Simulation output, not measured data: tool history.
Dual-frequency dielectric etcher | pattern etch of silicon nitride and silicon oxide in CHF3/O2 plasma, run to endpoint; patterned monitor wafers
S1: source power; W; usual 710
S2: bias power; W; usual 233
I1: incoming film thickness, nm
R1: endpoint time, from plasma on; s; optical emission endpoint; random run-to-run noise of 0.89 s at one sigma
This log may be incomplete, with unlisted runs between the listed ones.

run 1 day=0 | S1=710 S2=233 | I1=237.1 | R1=129.1
run 2 day=4.312 | S1=710 S2=233 | I1=233.1 | R1=129.7
run 3 day=8.154 | S1=710 S2=233 | I1=231.1 | R1=130.3
-- day=13.346 wet clean of the chamber
run 4 day=13.367 | S1=710 S2=233 | I1=235.4 | R1=127.8
run 5 day=15.412 | S1=710 S2=233 | I1=235.2 | R1=128.1
run 6 day=17.642 | S1=710 S2=233 | I1=235.4 | R1=131.9
run 7 day=20.508 | S1=710 S2=233 | I1=235.8 | R1=131.6
run 8 day=23.404 | S1=710 S2=233 | I1=231.5 | R1=132.5
run 9 day=27.154 | S1=640 S2=233 | I1=234.8 | R1=137.7
-- day=29.312 source power generator calibrated
-- day=29.483 wet clean of the chamber
run 10 day=30.342 | S1=710 S2=233 | I1=233.7 | R1=129.1
run 11 day=33.983 | S1=710 S2=190 | I1=235.9 | R1=136.2
-- day=35.3 bias power generator calibrated
run 12 day=36.346 | S1=620 S2=233 | I1=235.8 | R1=136
run 13 day=40.129 | S1=630 S2=193 | I1=234.2 | R1=141.8
-- day=44.538 upper electrode replaced
run 14 day=44.558 | S1=800 S2=233 | I1=231.7 | R1=129.8
-- day=46.446 wet clean of the chamber
run 15 day=47.675 | S1=710 S2=233 | I1=233.5 | R1=126
run 16 day=49.838 | S1=780 S2=249 | I1=232.8 | R1=124.4
run 17 day=54.292 | S1=810 S2=217 | I1=236.1 | R1=131.7
run 18 day=58.283 | S1=770 S2=210 | I1=235.8 | R1=135.5
run 19 day=60.096 | S1=660 S2=233 | I1=233.5 | R1=136.7

Predict each of these 4 candidate next runs independently; none follows another, all start after run 19:
run A day=60.117 | S1=710 S2=286 | I1=235.3 | R1=?
run B day=60.117 | S1=620 S2=197 | I1=235.3 | R1=?
run C day=60.117 | S1=850 S2=187 | I1=235.3 | R1=?
run D day=60.117 | S1=640 S2=199 | I1=235.3 | R1=?

run=A R1=129
run=B R1=142
run=C R1=134.7
run=D R1=140.9
The same runs, with their run-to-run variation unchanged, on a tool lacking any hidden condition would have given:
run=A R1=122.5
run=B R1=134.8
run=C R1=127.9
run=D R1=133.8

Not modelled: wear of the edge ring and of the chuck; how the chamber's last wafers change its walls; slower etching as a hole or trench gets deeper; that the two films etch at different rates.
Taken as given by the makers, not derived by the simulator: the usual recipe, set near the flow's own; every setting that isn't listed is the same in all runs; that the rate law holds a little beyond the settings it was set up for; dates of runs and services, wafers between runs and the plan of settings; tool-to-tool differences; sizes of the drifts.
